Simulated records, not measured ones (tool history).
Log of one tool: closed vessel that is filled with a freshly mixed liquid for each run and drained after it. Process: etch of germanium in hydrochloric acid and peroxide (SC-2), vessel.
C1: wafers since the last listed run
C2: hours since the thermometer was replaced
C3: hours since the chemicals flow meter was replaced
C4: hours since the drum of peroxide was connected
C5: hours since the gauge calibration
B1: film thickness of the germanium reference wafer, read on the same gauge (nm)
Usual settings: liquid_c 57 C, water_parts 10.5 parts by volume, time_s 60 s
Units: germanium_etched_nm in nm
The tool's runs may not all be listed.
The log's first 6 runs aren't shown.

{"hour": 296.7, "done": "new drum of peroxide connected"}
{"run": 7, "hour": 330.9, "liquid_c": 57, "water_parts": 10.5, "time_s": 60, "C1": 7922, "C2": 198.2, "C3": 1134.3, "C4": 34.2, "C5": 2581.4, "B1": 89.98, "germanium_etched_nm": 134.06}
{"run": 8, "hour": 368.4, "liquid_c": 57, "water_parts": 10.5, "time_s": 60, "C1": 4447, "C2": 235.7, "C3": 1171.8, "C4": 71.7, "C5": 2618.9, "B1": 89.98, "germanium_etched_nm": 135.15}
{"run": 9, "hour": 413.1, "liquid_c": 57, "water_parts": 10.5, "time_s": 60, "C1": 5301, "C2": 280.4, "C3": 1216.5, "C4": 116.4, "C5": 2663.6, "B1": 89.94, "germanium_etched_nm": 136.41}
{"hour": 439.5, "done": "gauge calibrated"}
{"run": 10, "hour": 520.2, "liquid_c": 49.5, "water_parts": 6.5, "time_s": 60, "C1": 12702, "C2": 387.5, "C3": 1323.6, "C4": 223.5, "C5": 80.7, "B1": 90.01, "germanium_etched_nm": 111.44}
{"hour": 529.4, "done": "chemicals flow meter replaced"}
{"run": 11, "hour": 573.9, "liquid_c": 65, "water_parts": 8, "time_s": 80, "C1": 6250, "C2": 441.2, "C3": 44.5, "C4": 277.2, "C5": 134.4, "B1": 89.98, "germanium_etched_nm": 233.52}
{"hour": 576.2, "done": "thermometer replaced, repeated, since the last time left the tool worse"}
{"run": 12, "hour": 637.3, "liquid_c": 57, "water_parts": 7, "time_s": 60, "C1": 7400, "C2": 61.1, "C3": 107.9, "C4": 340.6, "C5": 197.8, "B1": 90.02, "germanium_etched_nm": 132.43}
{"run": 13, "hour": 699.3, "liquid_c": 57, "water_parts": 13, "time_s": 60, "C1": 7353, "C2": 123.1, "C3": 169.9, "C4": 402.6, "C5": 259.8, "B1": 90, "germanium_etched_nm": 123.1}
{"run": 14, "hour": 750.8, "liquid_c": 65, "water_parts": 8, "time_s": 60, "C1": 6108, "C2": 174.6, "C3": 221.4, "C4": 454.1, "C5": 311.3, "B1": 89.98, "germanium_etched_nm": 165.82}
{"run": 15, "hour": 794.5, "liquid_c": 57, "water_parts": 10.5, "time_s": 60, "C1": 5183, "C2": 218.3, "C3": 265.1, "C4": 497.8, "C5": 355, "B1": 89.96, "germanium_etched_nm": 128.16}
{"run": 16, "hour": 851.6, "liquid_c": 57, "water_parts": 10.5, "time_s": 60, "C1": 6772, "C2": 275.4, "C3": 322.2, "C4": 554.9, "C5": 412.1, "B1": 90, "germanium_etched_nm": 128.32}
{"run": 17, "hour": 895.7, "liquid_c": 65.5, "water_parts": 12.5, "time_s": 30, "C1": 5230, "C2": 319.5, "C3": 366.3, "C4": 599, "C5": 456.2, "B1": 90.02, "germanium_etched_nm": 79.52}
{"run": 18, "hour": 956.6, "liquid_c": 57, "water_parts": 10.5, "time_s": 60, "C1": 7223, "C2": 380.4, "C3": 427.2, "C4": 659.9, "C5": 517.1, "B1": 90, "germanium_etched_nm": 127.92}
{"run": 19, "hour": 987.3, "liquid_c": 49.5, "water_parts": 6.5, "time_s": 60, "C1": 3641, "C2": 411.1, "C3": 457.9, "C4": 690.6, "C5": 547.8, "B1": 90, "germanium_etched_nm": 106.59}
{"run": 20, "hour": 1054.7, "liquid_c": 57, "water_parts": 14, "time_s": 80, "C1": 7993, "C2": 478.5, "C3": 525.3, "C4": 758, "C5": 615.2, "B1": 89.99, "germanium_etched_nm": 166.29}
{"run": 21, "hour": 1090.2, "liquid_c": 51, "water_parts": 12.5, "time_s": 45, "C1": 4210, "C2": 514, "C3": 560.8, "C4": 793.5, "C5": 650.7, "B1": 89.98, "germanium_etched_nm": 79.47}
{"run": 22, "hour": 1134.6, "liquid_c": 53, "water_parts": 9, "time_s": 50, "C1": 5266, "C2": 558.4, "C3": 605.2, "C4": 837.9, "C5": 695.1, "B1": 90.03, "germanium_etched_nm": 97.67}
{"run": 23, "hour": 1173.6, "liquid_c": 48, "water_parts": 10.5, "time_s": 45, "C1": 4625, "C2": 597.4, "C3": 644.2, "C4": 876.9, "C5": 734.1, "B1": 90.01, "germanium_etched_nm": 73.35}
{"run": 24, "hour": 1229.1, "liquid_c": 57, "water_parts": 10.5, "time_s": 60, "C1": 6582, "C2": 652.9, "C3": 699.7, "C4": 932.4, "C5": 789.6, "B1": 89.99, "germanium_etched_nm": 131.14}
{"run": 25, "hour": 1384.0, "liquid_c": 62, "water_parts": 7, "time_s": 70, "C1": 18371, "C2": 807.8, "C3": 854.6, "C4": 1087.3, "C5": 944.5, "B1": 89.99, "germanium_etched_nm": 185.64}
{"run": 26, "hour": 1455.1, "liquid_c": 57, "water_parts": 10.5, "time_s": 60, "C1": 8432, "C2": 878.9, "C3": 925.7, "C4": 1158.4, "C5": 1015.6, "B1": 89.99, "germanium_etched_nm": 131.42}
{"hour": 1456.2, "done": "thermometer replaced"}
{"hour": 1469.8, "done": "new drum of peroxide connected"}
{"run": 27, "hour": 1483.9, "liquid_c": 57, "water_parts": 10.5, "time_s": 85, "C1": 3178, "C2": 27.7, "C3": 954.5, "C4": 14.1, "C5": 1044.4, "B1": 89.98, "germanium_etched_nm": 182.61}
{"run": 28, "hour": 1626.6, "liquid_c": 49.5, "water_parts": 8, "time_s": 30, "C1": 16924, "C2": 170.4, "C3": 1097.2, "C4": 156.8, "C5": 1187.1, "B1": 90, "germanium_etched_nm": 52.13}
{"run": 29, "hour": 1688.7, "liquid_c": 57, "water_parts": 10.5, "time_s": 60, "C1": 7365, "C2": 232.5, "C3": 1159.3, "C4": 218.9, "C5": 1249.2, "B1": 90, "germanium_etched_nm": 129.23}
{"run": 30, "hour": 1758.8, "liquid_c": 60, "water_parts": 10.5, "time_s": 60, "C1": 8314, "C2": 302.6, "C3": 1229.4, "C4": 289, "C5": 1319.3, "B1": 89.96, "germanium_etched_nm": 140.95}

4 ways to go on from here, each from the tool as it stands after run 30. What would each give?
{"run": "A", "hour": 1759.5, "liquid_c": 57, "water_parts": 10.5, "time_s": 60, "C1": 83, "C2": 303.3, "C3": 1230.1, "C4": 289.7, "C5": 1320, "B1": "?", "germanium_etched_nm": "?"}
{"run": "B", "hour": 1759.5, "liquid_c": 66.5, "water_parts": 8.5, "time_s": 40, "C1": 83, "C2": 303.3, "C3": 1230.1, "C4": 289.7, "C5": 1320, "B1": "?", "germanium_etched_nm": "?"}
{"run": "C", "hour": 1759.5, "liquid_c": 57, "water_parts": 10.5, "time_s": 90, "C1": 83, "C2": 303.3, "C3": 1230.1, "C4": 289.7, "C5": 1320, "B1": "?", "germanium_etched_nm": "?"}
{"run": "D", "hour": 1759.5, "liquid_c": 66.5, "water_parts": 10.5, "time_s": 60, "C1": 83, "C2": 303.3, "C3": 1230.1, "C4": 289.7, "C5": 1320, "B1": "?", "germanium_etched_nm": "?"}

run=A B1=89.95 germanium_etched_nm=129.23
run=B B1=89.95 germanium_etched_nm=116.06
run=C B1=89.95 germanium_etched_nm=193.85
run=D B1=89.95 germanium_etched_nm=170.07
Without the tool's hidden state the same runs would have given:
run=A germanium_etched_nm=127.77
run=B germanium_etched_nm=114.82
run=C germanium_etched_nm=191.66
run=D germanium_etched_nm=168.27
